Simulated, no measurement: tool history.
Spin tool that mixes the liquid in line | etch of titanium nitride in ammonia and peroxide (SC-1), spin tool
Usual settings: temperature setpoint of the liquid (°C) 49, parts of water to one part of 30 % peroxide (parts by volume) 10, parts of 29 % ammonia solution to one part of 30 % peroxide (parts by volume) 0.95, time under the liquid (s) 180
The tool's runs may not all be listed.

run,hour,temperature setpoint of the liquid (°C),parts of water to one part of 30 % peroxide (parts by volume),parts of 29 % ammonia solution to one part of 30 % peroxide (parts by volume),time under the liquid (s),wafers since the last listed run,hours since the thermometer was replaced,hours since the ammonia flow meter was replaced,hours since the heated supply line was repaired,hours since the drum of ammonia solution was connected,hours since the gauge calibration,"read-back film thickness of the titanium nitride reference wafer, read on the same gauge (nm)",thickness taken off the titanium nitride on a monitor wafer (Å)
1,0,43,10,0.95,235,0,2034.8,2603.4,464.4,838.5,169.5,60,97.8
2,7.4,49,8.5,0.95,180,57,2042.2,2610.8,471.8,845.9,176.9,60,123.8
3,16,49,10,0.95,180,66,2050.8,2619.4,480.4,854.5,185.5,60.01,114.4
4,24.1,49,10,0.95,180,62,2058.9,2627.5,488.5,862.6,193.6,60.01,114.5
5,34.2,49,10,0.95,180,78,2069,2637.6,498.6,872.7,203.7,59.98,113.7
# hour 38.3: gauge calibrated
6,45.9,49,10,0.95,180,90,2080.7,2649.3,510.3,884.4,7.6,59.99,113.7
7,63,49,10,0.95,180,132,2097.8,2666.4,527.4,901.5,24.7,60.01,112.7
8,73.7,49,10,0.95,180,82,2108.5,2677.1,538.1,912.2,35.4,60,113
# hour 82.1: ammonia flow meter replaced
9,88.2,49,10,0.95,180,104,2123,6.1,552.6,926.7,49.9,60,111.8
# hour 96: thermometer replaced
10,106.1,49,10,1.2,180,130,10.1,24,570.5,944.6,67.8,60,115.2
11,119.7,49,7,0.95,220,105,23.7,37.6,584.1,958.2,81.4,59.98,161
12,130.8,49,10,0.95,145,85,34.8,48.7,595.2,969.3,92.5,60.01,90.9
13,147.3,53,6.5,1.15,180,127,51.3,65.2,611.7,985.8,109,60.02,184.7
14,155,45.5,8,1.2,180,59,59,72.9,619.4,993.5,116.7,59.99,97.7
15,162.7,57.5,10,0.95,180,59,66.7,80.6,627.1,1001.2,124.4,60,196.6
# hour 199.2: new drum of ammonia solution connected
16,206.5,49,10,1.2,145,330,110.5,124.4,670.9,7.3,168.2,60,91.3
# hour 209.5: heated supply line repaired
17,214.7,49,10,0.95,180,55,118.7,132.6,5.2,15.5,176.4,59.98,127.6

Run 18 comes next. What will it give?
18,225.2,49,10,0.8,180,81,129.2,143.1,15.7,26,186.9,?,?

{"run 18": {"read-back film thickness of the titanium nitride reference wafer, read on the same gauge (nm)": 59.99, "thickness taken off the titanium nitride on a monitor wafer (Å)": 125.2}}
Without the tool's hidden state the same run would have given thickness taken off the titanium nitride on a monitor wafer (Å) 126.2.
